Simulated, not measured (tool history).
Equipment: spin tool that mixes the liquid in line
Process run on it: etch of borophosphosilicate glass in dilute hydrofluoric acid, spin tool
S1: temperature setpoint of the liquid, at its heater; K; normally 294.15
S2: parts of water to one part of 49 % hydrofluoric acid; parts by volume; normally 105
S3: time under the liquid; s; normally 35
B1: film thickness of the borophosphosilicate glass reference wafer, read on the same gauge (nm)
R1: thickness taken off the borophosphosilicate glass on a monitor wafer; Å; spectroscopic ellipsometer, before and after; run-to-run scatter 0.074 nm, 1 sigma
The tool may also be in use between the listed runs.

run   hour      S1   S2  S3      B1     R1
  1    0.0  294.15   85  40   99.99  133.6
       6.5  -- gauge calibrated
  2   15.3  294.15  105  35  100.02   90.5
  3   30.5  294.15  105  35  100.02   92.9
  4   41.5  294.15  105  35   99.99   90.8
  5   53.9  294.15  105  35   99.99   92.8
  6   64.5  294.15  105  35  100.01   92.1
  7   79.8  294.15  105  35  100.01   92.5
  8   86.7  294.15  105  35   99.99   93.0
  9  103.8  294.15  105  35  100.01   92.6
 10  113.5  294.15  120  35  100.00   80.2
     119.5  -- thermometer replaced
 11  125.3  294.15  105  35   99.98   93.8
 12  138.3  294.15  105  35   99.99   93.3
 13  150.3  295.65   55  15  100.02   84.2
 14  160.8  292.15   65  30  100.01  124.5
 15  170.3  294.15  120  20  100.03   46.5
 16  186.1  294.15  105  35  100.03   93.7
 17  201.7  296.65   65  25  100.01  125.4
     207.7  -- hydrofluoric acid flow meter replaced
 18  219.5  297.65  125  35  100.00   82.1
     219.9  -- gauge calibrated
 19  248.5  294.15  105  35   99.97   87.8
 20  255.3  292.15  120  20   99.99   40.9
 21  262.3  290.15  105  45   99.98   97.2
 22  275.0  290.15  135  20  100.01   32.3
 23  282.3  294.15  105  35  100.03   88.4
 24  292.9  292.65  105  35   99.96   83.8
 25  309.9  294.15  105  35  100.01   88.0

What if the next run were any one of these 5? Each begins from the tool's condition after run 25:
  A  310.3  290.15  105  35   ?   ?
  B  310.3  291.15  105  35   ?   ?
  C  310.3  294.15  105  40   ?   ?
  D  310.3  290.15  125  25   ?   ?
  E  310.3  292.15   65  35   ?   ?

run      B1     R1
  A  100.00   75.4
  B  100.00   78.6
  C  100.00  101.6
  D  100.00   44.3
  E  100.00  138.3
Stripped of hidden state, with their random variation kept, the same runs would have yielded:
run     R1
  A   74.3
  B   77.4
  C  100.1
  D   43.7
  E  136.3

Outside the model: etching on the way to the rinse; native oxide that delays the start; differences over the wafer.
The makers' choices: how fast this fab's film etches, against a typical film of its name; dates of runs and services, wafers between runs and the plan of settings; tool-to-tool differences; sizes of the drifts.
